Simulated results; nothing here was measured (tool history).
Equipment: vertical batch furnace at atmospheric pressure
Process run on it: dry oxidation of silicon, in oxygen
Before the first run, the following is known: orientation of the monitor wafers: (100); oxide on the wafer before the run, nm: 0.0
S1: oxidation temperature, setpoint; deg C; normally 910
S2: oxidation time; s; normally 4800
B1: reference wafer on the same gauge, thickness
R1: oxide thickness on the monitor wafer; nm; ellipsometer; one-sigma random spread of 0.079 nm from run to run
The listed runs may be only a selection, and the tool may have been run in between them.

run 1 hour=0.0 | S1=893 S2=3030 | B1=20.80 | R1=15.32
run 2 hour=57.9 | S1=893 S2=3030 | B1=20.82 | R1=15.40
run 3 hour=160.4 | S1=897 S2=4800 | B1=20.81 | R1=21.71
run 4 hour=252.8 | S1=897 S2=4800 | B1=20.81 | R1=21.89
run 5 hour=353.0 | S1=897 S2=4800 | B1=20.80 | R1=21.77
run 6 hour=392.7 | S1=919 S2=4800 | B1=20.79 | R1=27.21
run 7 hour=474.2 | S1=910 S2=4800 | B1=20.81 | R1=24.83
run 8 hour=515.4 | S1=910 S2=4800 | B1=20.79 | R1=24.84
run 9 hour=572.0 | S1=910 S2=4800 | B1=20.79 | R1=24.86
run 10 hour=643.3 | S1=910 S2=4800 | B1=20.79 | R1=24.79
run 11 hour=713.3 | S1=910 S2=4800 | B1=20.79 | R1=24.98
run 12 hour=771.9 | S1=910 S2=4800 | B1=20.81 | R1=24.75
run 13 hour=835.6 | S1=900 S2=4800 | B1=20.81 | R1=22.60
run 14 hour=931.6 | S1=900 S2=4800 | B1=20.80 | R1=22.60
run 15 hour=1010.7 | S1=910 S2=4800 | B1=20.80 | R1=24.88
run 16 hour=1102.3 | S1=910 S2=4800 | B1=20.80 | R1=25.01
-- hour=1135.7 thermocouples replaced and temperature profile calibrated
run 17 hour=1156.7 | S1=887 S2=4800 | B1=20.80 | R1=19.35
-- hour=1193.8 gauge calibrated
run 18 hour=1250.4 | S1=928 S2=5640 | B1=20.81 | R1=32.61
-- hour=1366.3 boat lift adjusted
run 19 hour=1366.8 | S1=910 S2=4800 | B1=20.80 | R1=24.96
run 20 hour=1420.6 | S1=910 S2=4800 | B1=20.81 | R1=25.08
run 21 hour=1500.8 | S1=885 S2=3570 | B1=20.79 | R1=15.78
run 22 hour=1673.5 | S1=889 S2=6210 | B1=20.81 | R1=23.98
run 23 hour=1764.7 | S1=897 S2=4800 | B1=20.80 | R1=21.82
run 24 hour=1871.8 | S1=897 S2=4800 | B1=20.79 | R1=21.88
run 25 hour=1947.4 | S1=932 S2=3570 | B1=20.81 | R1=25.45
run 26 hour=2199.9 | S1=923 S2=6420 | B1=20.79 | R1=34.59
run 27 hour=2307.5 | S1=893 S2=3030 | B1=20.80 | R1=15.49
run 28 hour=2369.4 | S1=927 S2=2820 | B1=20.81 | R1=20.64
run 29 hour=2447.8 | S1=910 S2=4800 | B1=20.80 | R1=25.04
run 30 hour=2555.3 | S1=929 S2=5940 | B1=20.79 | R1=34.87
run 31 hour=2607.9 | S1=899 S2=3000 | B1=20.80 | R1=16.39

Hidden state or all else? Some run-to-run changes of R1, split into what the settings, what came in and random variation would give without the hidden state, and what is left for the hidden state (with any gauge scatter that isn't in both results):
What the log doesn't record here: true tube temperature minus thermocouple reading, K; monitor wafer colder than the profiled boat position, K; gauge reads high (%).
Run 16 -> 17: S1 910 -> 887, thermocouples replaced and temperature profile calibrated. R1 -5.66 nm: hidden state -0.39, all else -5.27.
Run 17 -> 18: S1 887 -> 928, S2 4800 -> 5640, gauge calibrated. R1 +13.26 nm: hidden state -0.24, all else +13.50.
Run 18 -> 19: S1 928 -> 910, S2 5640 -> 4800, boat lift adjusted. R1 -7.65 nm: hidden state +0.70, all else -8.35.
Run 26 -> 27: S1 923 -> 893, S2 6420 -> 3030. R1 -19.10 nm: hidden state +0.05, all else -19.15.
Run 30 -> 31: S1 929 -> 899, S2 5940 -> 3000. R1 -18.48 nm: hidden state +0.04, all else -18.52.
